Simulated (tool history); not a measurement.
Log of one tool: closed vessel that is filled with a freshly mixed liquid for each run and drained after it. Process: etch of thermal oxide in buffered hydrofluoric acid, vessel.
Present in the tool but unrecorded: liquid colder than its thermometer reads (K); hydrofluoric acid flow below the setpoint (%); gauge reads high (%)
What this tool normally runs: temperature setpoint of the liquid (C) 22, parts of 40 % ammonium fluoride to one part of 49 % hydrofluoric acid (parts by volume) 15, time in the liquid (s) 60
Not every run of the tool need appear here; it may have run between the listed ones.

| run | hour | temperature setpoint of the liquid (C) | parts of 40 % ammonium fluoride to one part of 49 % hydrofluoric acid (parts by volume) | time in the liquid (s) | wafers since the last listed run | hours since the thermometer was replaced | hours since the hydrofluoric acid flow meter was replaced | hours since the gauge calibration | read-back film thickness of the thermal oxide reference wafer, read on the same gauge (nm) | thickness taken off the thermal oxide on a monitor wafer (nm) |
|---|---|---|---|---|---|---|---|---|---|---|
| 1 | 0 | 18.5 | 15 | 75 | 0 | 2551.3 | 2232.5 | 489.9 | 39.98 | 35.85 |
| 2 | 16.8 | 18.5 | 15 | 75 | 1859 | 2568.1 | 2249.3 | 506.7 | 40.01 | 35.62 |
| 3 | 48.2 | 22 | 15 | 60 | 3476 | 2599.5 | 2280.7 | 538.1 | 39.98 | 35.25 |
| 4 | 65.9 | 22 | 15 | 60 | 1959 | 2617.2 | 2298.4 | 555.8 | 40.01 | 35.18 |
| 5 | 78.8 | 22 | 15 | 60 | 1428 | 2630.1 | 2311.3 | 568.7 | 40.04 | 34.97 |
|  | 98 | hydrofluoric acid flow meter replaced |
| 6 | 111.9 | 22 | 15 | 60 | 3553 | 2663.2 | 13.9 | 601.8 | 39.98 | 35.16 |
|  | 126.2 | thermometer replaced |
| 7 | 132.3 | 22 | 15 | 60 | 2147 | 6.1 | 34.3 | 622.2 | 39.98 | 38.12 |
| 8 | 163.8 | 20.5 | 15 | 70 | 3487 | 37.6 | 65.8 | 653.7 | 40.01 | 41.02 |
| 9 | 189.1 | 20.5 | 15 | 70 | 2800 | 62.9 | 91.1 | 679 | 39.96 | 41.01 |
| 10 | 215.7 | 20.5 | 15 | 70 | 2944 | 89.5 | 117.7 | 705.6 | 39.99 | 40.92 |
| 11 | 233.3 | 23 | 15 | 85 | 1948 | 107.1 | 135.3 | 723.2 | 39.96 | 56.89 |
| 12 | 254.1 | 20.5 | 15 | 70 | 2302 | 127.9 | 156.1 | 744 | 40.02 | 41.06 |
| 13 | 279.7 | 22 | 18.5 | 60 | 2834 | 153.5 | 181.7 | 769.6 | 40.01 | 31.07 |
| 14 | 300 | 22 | 17.5 | 85 | 2247 | 173.8 | 202 | 789.9 | 39.97 | 46.06 |
| 15 | 314.7 | 22 | 15 | 60 | 1627 | 188.5 | 216.7 | 804.6 | 39.96 | 38.14 |
| 16 | 347 | 22 | 15 | 60 | 3575 | 220.8 | 249 | 836.9 | 40.03 | 38.04 |
| 17 | 359.4 | 17.5 | 12.5 | 75 | 1372 | 233.2 | 261.4 | 849.3 | 40 | 43.84 |
| 18 | 376.5 | 22 | 15 | 60 | 1893 | 250.3 | 278.5 | 866.4 | 39.96 | 38.17 |
| 19 | 404.5 | 23.5 | 15 | 75 | 3099 | 278.3 | 306.5 | 894.4 | 39.94 | 50.91 |
|  | 441.3 | gauge calibrated |
| 20 | 474.6 | 18 | 15 | 60 | 7760 | 348.4 | 376.6 | 33.3 | 40.01 | 30.03 |
| 21 | 509.4 | 17 | 15 | 60 | 3852 | 383.2 | 411.4 | 68.1 | 40.02 | 28.55 |
| 22 | 531.5 | 19.5 | 15 | 90 | 2446 | 405.3 | 433.5 | 90.2 | 39.98 | 48.54 |
| 23 | 561.1 | 26 | 17.5 | 60 | 3276 | 434.9 | 463.1 | 119.8 | 39.97 | 40.62 |
| 24 | 585.2 | 25.5 | 9 | 60 | 2667 | 459 | 487.2 | 143.9 | 39.98 | 72.48 |
| 25 | 603.4 | 22 | 15 | 60 | 2014 | 477.2 | 505.4 | 162.1 | 39.96 | 37.71 |
| 26 | 629.2 | 23.5 | 18.5 | 30 | 2856 | 503 | 531.2 | 187.9 | 39.96 | 16.65 |
| 27 | 651.1 | 22 | 15 | 60 | 2424 | 524.9 | 553.1 | 209.8 | 39.99 | 37.56 |
| 28 | 675.9 | 22 | 15 | 60 | 2745 | 549.7 | 577.9 | 234.6 | 39.99 | 37.5 |
| 29 | 701.6 | 24.5 | 12.5 | 35 | 2845 | 575.4 | 603.6 | 260.3 | 40.01 | 30.15 |
| 30 | 733.6 | 22 | 12.5 | 60 | 3542 | 607.4 | 635.6 | 292.3 | 39.97 | 44.96 |
| 31 | 766 | 20 | 11 | 40 | 3586 | 639.8 | 668 | 324.7 | 40.03 | 30.36 |
| 32 | 786.4 | 24 | 15 | 60 | 2258 | 660.2 | 688.4 | 345.1 | 39.98 | 42.4 |
| 33 | 818.7 | 19 | 15 | 60 | 3575 | 692.5 | 720.7 | 377.4 | 39.97 | 31.72 |
| 34 | 841.9 | 22 | 12 | 60 | 2568 | 715.7 | 743.9 | 400.6 | 40.01 | 46.82 |

Hidden state at the last listed run before each entry between runs and at the first one after, where it differs:
Logged between run 5 and run 6: hydrofluoric acid flow meter replaced (hour 98)
  liquid colder than its thermometer reads (K): 1.71 -> 1.73
  measured less the result without the state, thickness taken off the thermal oxide on a monitor wafer (nm): -3.49 -> -3.56
Logged between run 6 and run 7: thermometer replaced (hour 126.2)
  liquid colder than its thermometer reads (K): 1.73 -> 0.0664
  measured less the result without the state, thickness taken off the thermal oxide on a monitor wafer (nm): -3.56 -> -0.14
Logged between run 19 and run 20: gauge calibrated (hour 441.3)
  liquid colder than its thermometer reads (K): 0.231 -> 0.273
  measured less the result without the state, thickness taken off the thermal oxide on a monitor wafer (nm): -0.65 -> -0.47
